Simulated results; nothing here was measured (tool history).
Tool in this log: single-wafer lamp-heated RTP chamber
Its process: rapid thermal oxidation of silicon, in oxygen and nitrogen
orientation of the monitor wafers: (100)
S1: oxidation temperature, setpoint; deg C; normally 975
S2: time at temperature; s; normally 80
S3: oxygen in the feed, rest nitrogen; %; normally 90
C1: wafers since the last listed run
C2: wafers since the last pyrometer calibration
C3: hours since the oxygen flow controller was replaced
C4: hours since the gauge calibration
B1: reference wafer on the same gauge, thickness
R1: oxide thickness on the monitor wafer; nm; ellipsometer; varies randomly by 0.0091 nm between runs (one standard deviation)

{"run": 1, "hour": 0.0, "S1": 975, "S2": 51, "S3": 90, "C1": 0, "C2": 6395, "C3": 3579.5, "C4": 379.9, "B1": 6.249, "R1": 5.056}
{"hour": 25.0, "done": "pyrometer window cleaned and pyrometer calibrated"}
{"run": 2, "hour": 187.3, "S1": 975, "S2": 51, "S3": 90, "C1": 1426, "C2": 1291, "C3": 3766.8, "C4": 567.2, "B1": 6.249, "R1": 5.028}
{"run": 3, "hour": 248.1, "S1": 975, "S2": 80, "S3": 72, "C1": 483, "C2": 1775, "C3": 3827.6, "C4": 628.0, "B1": 6.251, "R1": 5.648}
{"run": 4, "hour": 337.2, "S1": 975, "S2": 80, "S3": 72, "C1": 708, "C2": 2484, "C3": 3916.7, "C4": 717.1, "B1": 6.25, "R1": 5.645}
{"hour": 416.2, "done": "gauge calibrated"}
{"run": 5, "hour": 428.3, "S1": 975, "S2": 80, "S3": 72, "C1": 724, "C2": 3209, "C3": 4007.8, "C4": 12.1, "B1": 6.251, "R1": 5.656}
{"run": 6, "hour": 498.0, "S1": 975, "S2": 80, "S3": 90, "C1": 554, "C2": 3763, "C3": 4077.5, "C4": 81.8, "B1": 6.249, "R1": 6.103}
{"run": 7, "hour": 574.2, "S1": 975, "S2": 80, "S3": 90, "C1": 606, "C2": 4370, "C3": 4153.7, "C4": 158.0, "B1": 6.249, "R1": 6.11}
{"run": 8, "hour": 652.7, "S1": 975, "S2": 80, "S3": 90, "C1": 624, "C2": 4994, "C3": 4232.2, "C4": 236.5, "B1": 6.25, "R1": 6.116}
{"run": 9, "hour": 697.2, "S1": 975, "S2": 80, "S3": 90, "C1": 354, "C2": 5349, "C3": 4276.7, "C4": 281.0, "B1": 6.251, "R1": 6.114}
{"hour": 752.7, "done": "oxygen flow controller replaced"}
{"run": 10, "hour": 778.5, "S1": 975, "S2": 80, "S3": 90, "C1": 583, "C2": 5932, "C3": 25.8, "C4": 362.3, "B1": 6.249, "R1": 6.118}
{"hour": 820.2, "done": "pyrometer window cleaned and pyrometer calibrated"}
{"run": 11, "hour": 884.1, "S1": 975, "S2": 80, "S3": 90, "C1": 776, "C2": 508, "C3": 131.4, "C4": 467.9, "B1": 6.25, "R1": 6.081}
{"run": 12, "hour": 982.4, "S1": 975, "S2": 80, "S3": 90, "C1": 782, "C2": 1290, "C3": 229.7, "C4": 566.2, "B1": 6.248, "R1": 6.073}
{"run": 13, "hour": 1023.6, "S1": 1000, "S2": 80, "S3": 90, "C1": 327, "C2": 1618, "C3": 270.9, "C4": 607.4, "B1": 6.249, "R1": 7.34}
{"run": 14, "hour": 1129.0, "S1": 990, "S2": 111, "S3": 90, "C1": 838, "C2": 2456, "C3": 376.3, "C4": 712.8, "B1": 6.249, "R1": 7.883}
{"run": 15, "hour": 1166.3, "S1": 960, "S2": 52, "S3": 98, "C1": 296, "C2": 2753, "C3": 413.6, "C4": 750.1, "B1": 6.25, "R1": 4.677}
{"run": 16, "hour": 1214.4, "S1": 975, "S2": 80, "S3": 90, "C1": 382, "C2": 3136, "C3": 461.7, "C4": 798.2, "B1": 6.25, "R1": 6.076}
{"hour": 1215.9, "done": "gauge calibrated"}
{"run": 17, "hour": 1290.9, "S1": 957, "S2": 65, "S3": 62, "C1": 608, "C2": 3745, "C3": 538.2, "C4": 75.0, "B1": 6.248, "R1": 4.363}
{"run": 18, "hour": 1375.1, "S1": 990, "S2": 50, "S3": 79, "C1": 669, "C2": 4415, "C3": 622.4, "C4": 159.2, "B1": 6.251, "R1": 5.322}
{"run": 19, "hour": 1451.7, "S1": 975, "S2": 80, "S3": 90, "C1": 609, "C2": 5024, "C3": 699.0, "C4": 235.8, "B1": 6.252, "R1": 6.09}
{"hour": 1552.8, "done": "pyrometer window cleaned and pyrometer calibrated"}
{"run": 20, "hour": 1553.3, "S1": 975, "S2": 116, "S3": 98, "C1": 744, "C2": 4, "C3": 800.6, "C4": 337.4, "B1": 6.251, "R1": 7.394}
{"run": 21, "hour": 1629.4, "S1": 952, "S2": 80, "S3": 74, "C1": 605, "C2": 609, "C3": 876.7, "C4": 413.5, "B1": 6.248, "R1": 4.829}
{"run": 22, "hour": 1674.4, "S1": 960, "S2": 52, "S3": 98, "C1": 358, "C2": 967, "C3": 921.7, "C4": 458.5, "B1": 6.25, "R1": 4.684}
{"run": 23, "hour": 1728.3, "S1": 975, "S2": 80, "S3": 66, "C1": 428, "C2": 1396, "C3": 975.6, "C4": 512.4, "B1": 6.25, "R1": 5.482}

Measured result minus the same run's result without the hidden state. Both carry the same run-to-run variation, though not necessarily the same gauge scatter:
Hidden state present: true wafer temperature minus pyrometer reading, K; deviation of the oxygen flow from its setpoint, %; gauge reads high (%).
run=1 R1=+0.042
run=2 R1=+0.008
run=3 R1=+0.011
run=4 R1=+0.014
run=5 R1=+0.019
run=6 R1=+0.025
run=7 R1=+0.031
run=8 R1=+0.039
run=9 R1=+0.043
run=10 R1=+0.052
run=11 R1=+0.003
run=12 R1=+0.005
run=13 R1=+0.007
run=14 R1=+0.013
run=15 R1=+0.009
run=16 R1=+0.015
run=17 R1=+0.013
run=18 R1=+0.023
run=19 R1=+0.034
run=20 R1=+0.002
run=21 R1=+0.001
run=22 R1=+0.002
run=23 R1=+0.003

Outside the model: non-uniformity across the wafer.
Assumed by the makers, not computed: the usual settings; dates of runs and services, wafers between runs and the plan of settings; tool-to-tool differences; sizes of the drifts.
